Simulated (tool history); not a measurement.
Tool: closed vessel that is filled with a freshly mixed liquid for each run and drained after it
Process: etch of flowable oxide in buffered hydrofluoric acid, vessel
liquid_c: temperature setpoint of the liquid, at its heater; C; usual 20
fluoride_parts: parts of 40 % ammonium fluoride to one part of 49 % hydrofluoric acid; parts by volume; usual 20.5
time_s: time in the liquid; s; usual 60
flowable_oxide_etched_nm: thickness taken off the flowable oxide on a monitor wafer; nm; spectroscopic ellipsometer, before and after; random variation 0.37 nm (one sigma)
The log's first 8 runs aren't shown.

run	hour	liquid_c	fluoride_parts	time_s	read-back film thickness of the flowable oxide reference wafer, read on the same gauge (nm)	flowable_oxide_etched_nm
9	293	20	20.5	60	70	79.8
10	345.5	20	20.5	60	70.02	79.77
11	540.6	21	20.5	60	70	85.88
12	583.8	21	20.5	60	69.97	85.08
13	610.4	21	20.5	60	70.01	85.21
# hour 661.7: thermometer replaced
14	679.9	20	20.5	45	69.99	60.97
15	728.7	20	15	60	69.98	110.28
16	790.6	17	20.5	75	70	86.6
17	840.1	22.5	23	45	70.02	63.93
18	892.4	22.5	23	45	70	65.08
19	947.8	20	20.5	60	70.01	82.32
# hour 948.6: gauge calibrated
20	996.8	20	20.5	60	69.98	82.16
21	1043.9	20	20.5	60	70	82.43
# hour 1101.9: hydrofluoric acid flow meter replaced
22	1102.4	20	20.5	60	69.97	78.91
23	1168.4	20	20.5	60	69.98	79.17
# hour 1185.7: thermometer replaced
24	1229.4	17	13.5	35	70.02	58.59
25	1273.8	20	16	60	69.96	100.67
26	1321.7	22.5	13.5	60	69.96	137.11
27	1382.2	23.5	17.5	50	70	93.63
28	1416.9	20	20.5	40	69.98	52.49
29	1449.3	25	28	60	70.01	84.4
30	1520.6	20	26.5	60	70.01	67.12
31	1562.8	21	20.5	60	70.01	83.65
32	1632.7	17	20.5	60	70	67.11
33	1660.9	17	15.5	60	70.02	88.76

4 ways to go on from here, each from the tool as it stands after run 33. What would each give?
A	1661.6	20	20.5	60	?	?
B	1661.6	18.5	22.5	45	?	?
C	1661.6	20	18.5	60	?	?
D	1661.6	25	20.5	30	?	?

run	read-back film thickness of the flowable oxide reference wafer, read on the same gauge (nm)	flowable_oxide_etched_nm
A	69.99	80.46
B	69.99	51.94
C	69.99	89.05
D	69.99	53.04
Without the tool's hidden state the same runs would have given:
run	flowable_oxide_etched_nm
A	78.83
B	50.94
C	86.6
D	51.96

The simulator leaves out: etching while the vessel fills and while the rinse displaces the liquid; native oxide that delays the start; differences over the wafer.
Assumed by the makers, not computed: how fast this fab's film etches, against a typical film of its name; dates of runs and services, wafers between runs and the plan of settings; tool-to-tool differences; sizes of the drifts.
